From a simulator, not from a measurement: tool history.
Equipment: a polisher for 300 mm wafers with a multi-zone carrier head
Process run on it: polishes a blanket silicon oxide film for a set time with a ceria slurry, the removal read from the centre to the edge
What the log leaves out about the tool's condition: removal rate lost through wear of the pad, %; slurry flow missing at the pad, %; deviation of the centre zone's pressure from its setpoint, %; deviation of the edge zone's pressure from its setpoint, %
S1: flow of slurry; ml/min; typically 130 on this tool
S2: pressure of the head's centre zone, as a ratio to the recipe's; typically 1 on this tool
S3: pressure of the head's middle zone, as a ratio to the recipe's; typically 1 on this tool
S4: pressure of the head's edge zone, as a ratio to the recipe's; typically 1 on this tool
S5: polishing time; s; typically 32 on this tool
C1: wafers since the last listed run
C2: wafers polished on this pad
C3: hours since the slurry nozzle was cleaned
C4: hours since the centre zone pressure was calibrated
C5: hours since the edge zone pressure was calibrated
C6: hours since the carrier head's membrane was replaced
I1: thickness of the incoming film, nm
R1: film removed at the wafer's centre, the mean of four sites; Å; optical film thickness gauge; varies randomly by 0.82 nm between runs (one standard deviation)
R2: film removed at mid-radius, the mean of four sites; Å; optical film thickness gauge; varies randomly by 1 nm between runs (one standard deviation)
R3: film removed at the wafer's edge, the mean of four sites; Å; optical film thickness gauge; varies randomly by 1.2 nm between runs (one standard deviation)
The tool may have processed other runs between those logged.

run,hour,S1,S2,S3,S4,S5,C1,C2,C3,C4,C5,C6,I1,R1,R2,R3
1,0,130,1,1,1,32,0,4998,0.5,562.4,61.3,55.3,1621,1231,1245,1231
2,46.9,130,1.05,1,0.91,32,567,5566,47.4,609.3,108.2,102.2,1616.5,1286,1241,1180
# hour 64.7: worn pad replaced by a new one
3,79.7,110,1,0.94,0.91,25,348,181,80.2,642.1,141,135,1604.7,963,927,939
4,120.8,95,1,0.89,0.89,32,497,678,121.3,683.2,182.1,176.1,1630.3,1175,1116,1167
5,168.8,130,0.92,1,1.06,32,580,1259,169.3,731.2,230.1,224.1,1620.8,1185,1300,1306
6,240.6,130,1,1,1,32,868,2128,241.1,803,301.9,295.9,1613.4,1278,1291,1293
7,267.7,130,0.89,0.88,1,32,327,2456,268.2,830.1,329,323,1601.2,1140,1161,1281
8,304,130,1,1,1,32,439,2895,304.5,866.4,365.3,359.3,1576.7,1289,1288,1268
9,331.8,175,1,1,0.96,32,336,3232,332.3,894.2,393.1,387.1,1612.7,1349,1329,1311
10,361.2,130,1,0.97,0.94,39,355,3588,361.7,923.6,422.5,416.5,1599.1,1525,1533,1513
# hour 396.3: edge zone pressure recalibrated
11,423.7,145,1,1,1,32,732,4320,424.2,986.1,27.4,479,1595.5,1272,1290,1256
# hour 444.6: centre zone pressure recalibrated
# hour 447.6: worn pad replaced by a new one
12,487.9,130,1.09,1,0.97,23,716,487,488.4,43.3,91.6,543.2,1605.4,1005,929,901
# hour 505.2: slurry nozzle cleaned
13,531.7,130,1,1,1,32,517,1005,26.5,87.1,135.4,587,1612.8,1270,1277,1289
14,567.6,130,1,1,0.89,32,434,1439,62.4,123,171.3,622.9,1630.2,1274,1276,1230
15,594.8,110,1.11,0.9,1,27,329,1768,89.6,150.2,198.5,650.1,1575.6,1145,942,1035
16,654.8,165,0.91,1,1,32,726,2494,149.6,210.2,258.5,710.1,1613.2,1206,1329,1312
17,697,130,1,1,1,32,510,3005,191.8,252.4,300.7,752.3,1618,1259,1281,1242
# hour 736: carrier head's membrane replaced by a new one
18,743.5,155,1,1,0.89,32,502,3507,238.3,298.9,347.2,7.5,1626.9,1298,1312,1233
19,794.4,130,1.07,1,1,32,615,4123,289.2,349.8,398.1,58.4,1619.5,1334,1246,1260
# hour 806.3: edge zone pressure recalibrated
20,857.9,130,1,1.06,1,32,744,4867,352.7,413.3,51.6,121.9,1601.7,1213,1285,1221
21,905.4,170,1.05,0.91,1,36,574,5442,400.2,460.8,99.1,169.4,1620.4,1505,1333,1396
# hour 927.3: slurry nozzle cleaned
# hour 945.9: worn pad replaced by a new one
22,967.8,130,1,1.08,1,32,694,264,40.5,523.2,161.5,231.8,1619.4,1291,1375,1295

For each run, the measured value with the value that run would have given without the tool's hidden condition subtracted. The run-to-run variation is shared by both, the gauge scatter possibly not:
run,R1,R2,R3
1,-62,-64,-62
2,-80,-77,-73
3,-2,-2,-2
4,-4,-4,-4
5,-6,-7,-7
6,-13,-13,-13
7,-15,-16,-16
8,-23,-22,-22
9,-28,-28,-27
10,-39,-39,-39
11,-46,-47,-45
12,-10,-9,-10
13,-15,-15,-15
14,-17,-17,-16
15,-18,-15,-16
16,-25,-28,-28
17,-33,-33,-33
18,-43,-44,-41
19,-56,-52,-53
20,-67,-71,-68
21,-101,-90,-93
22,-6,-6,-6
